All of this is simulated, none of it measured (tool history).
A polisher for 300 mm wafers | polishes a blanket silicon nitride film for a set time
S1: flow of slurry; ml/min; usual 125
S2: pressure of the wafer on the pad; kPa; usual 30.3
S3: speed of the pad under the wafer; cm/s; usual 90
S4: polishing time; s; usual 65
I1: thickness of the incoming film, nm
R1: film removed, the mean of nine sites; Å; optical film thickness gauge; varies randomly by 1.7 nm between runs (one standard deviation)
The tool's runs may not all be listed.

{"run": 1, "hour": 0.0, "S1": 125, "S2": 33.1, "S3": 90, "S4": 65, "I1": 926.1, "R1": 1401}
{"run": 2, "hour": 15.3, "S1": 125, "S2": 33.1, "S3": 90, "S4": 65, "I1": 918.4, "R1": 1342}
{"run": 3, "hour": 31.7, "S1": 125, "S2": 33.1, "S3": 90, "S4": 65, "I1": 941.7, "R1": 1307}
{"run": 4, "hour": 38.5, "S1": 125, "S2": 30.3, "S3": 112, "S4": 51, "I1": 924.2, "R1": 1097}
{"run": 5, "hour": 50.8, "S1": 125, "S2": 30.3, "S3": 112, "S4": 51, "I1": 929.2, "R1": 1092}
{"hour": 92.7, "done": "worn pad replaced by a new one"}
{"run": 6, "hour": 102.2, "S1": 125, "S2": 30.3, "S3": 90, "S4": 50, "I1": 922.4, "R1": 953}
{"run": 7, "hour": 113.8, "S1": 125, "S2": 30.3, "S3": 90, "S4": 65, "I1": 938.4, "R1": 1204}
{"run": 8, "hour": 128.2, "S1": 125, "S2": 30.3, "S3": 90, "S4": 65, "I1": 939.2, "R1": 1167}
{"run": 9, "hour": 144.7, "S1": 125, "S2": 30.3, "S3": 90, "S4": 65, "I1": 930.7, "R1": 1147}
{"run": 10, "hour": 162.2, "S1": 125, "S2": 30.3, "S3": 66, "S4": 65, "I1": 931, "R1": 877}
{"hour": 167.9, "done": "worn pad replaced by a new one"}
{"run": 11, "hour": 176.9, "S1": 125, "S2": 30.3, "S3": 66, "S4": 65, "I1": 927.8, "R1": 988}
{"run": 12, "hour": 183.5, "S1": 125, "S2": 30.3, "S3": 90, "S4": 65, "I1": 942.2, "R1": 1237}
{"run": 13, "hour": 200.9, "S1": 125, "S2": 30.3, "S3": 90, "S4": 65, "I1": 928.4, "R1": 1173}
{"hour": 209.7, "done": "slurry nozzle cleaned"}
{"run": 14, "hour": 216.3, "S1": 125, "S2": 30.3, "S3": 90, "S4": 65, "I1": 919, "R1": 1148}
{"run": 15, "hour": 226.8, "S1": 125, "S2": 30.3, "S3": 90, "S4": 65, "I1": 931.4, "R1": 1149}
{"run": 16, "hour": 237.5, "S1": 125, "S2": 30.3, "S3": 110, "S4": 65, "I1": 926.9, "R1": 1357}
{"run": 17, "hour": 246.7, "S1": 125, "S2": 30.3, "S3": 108, "S4": 52, "I1": 944.8, "R1": 1078}
{"hour": 260.4, "done": "worn pad replaced by a new one"}
{"run": 18, "hour": 263.2, "S1": 125, "S2": 34.5, "S3": 74, "S4": 80, "I1": 918.3, "R1": 1484}
{"hour": 266.5, "done": "head pressure recalibrated"}
{"run": 19, "hour": 275.2, "S1": 125, "S2": 39.3, "S3": 90, "S4": 84, "I1": 925.9, "R1": 2007}
{"run": 20, "hour": 292.6, "S1": 125, "S2": 30.3, "S3": 90, "S4": 65, "I1": 917.3, "R1": 1171}
{"run": 21, "hour": 299.0, "S1": 100, "S2": 20.7, "S3": 90, "S4": 73, "I1": 924.9, "R1": 876}
{"run": 22, "hour": 309.8, "S1": 125, "S2": 30.3, "S3": 90, "S4": 65, "I1": 935.4, "R1": 1124}
{"run": 23, "hour": 323.0, "S1": 125, "S2": 30.3, "S3": 90, "S4": 65, "I1": 928.2, "R1": 1149}
{"hour": 337.0, "done": "worn pad replaced by a new one"}
{"run": 24, "hour": 375.3, "S1": 95, "S2": 25.5, "S3": 112, "S4": 56, "I1": 910.4, "R1": 960}
{"run": 25, "hour": 385.1, "S1": 85, "S2": 30.3, "S3": 90, "S4": 49, "I1": 937.6, "R1": 817}
{"run": 26, "hour": 402.9, "S1": 125, "S2": 33.8, "S3": 122, "S4": 65, "I1": 917.6, "R1": 1660}
{"hour": 421.9, "done": "worn pad replaced by a new one"}
{"run": 27, "hour": 422.4, "S1": 105, "S2": 30.3, "S3": 120, "S4": 65, "I1": 933, "R1": 1588}
{"run": 28, "hour": 426.2, "S1": 125, "S2": 30.3, "S3": 78, "S4": 75, "I1": 938.4, "R1": 1309}

3 options for the next run, each taken on its own from the tool as it stands now. Forecast them:
{"run": "A", "hour": 426.6, "S1": 125, "S2": 30.3, "S3": 90, "S4": 65, "I1": 939, "R1": "?"}
{"run": "B", "hour": 426.6, "S1": 125, "S2": 24.8, "S3": 90, "S4": 81, "I1": 939, "R1": "?"}
{"run": "C", "hour": 426.6, "S1": 125, "S2": 35.9, "S3": 90, "S4": 65, "I1": 939, "R1": "?"}

run=A R1=1273
run=B R1=1312
run=C R1=1492
Without the tool's unlogged condition, the same runs would have read:
run=A R1=1299
run=B R1=1339
run=C R1=1523
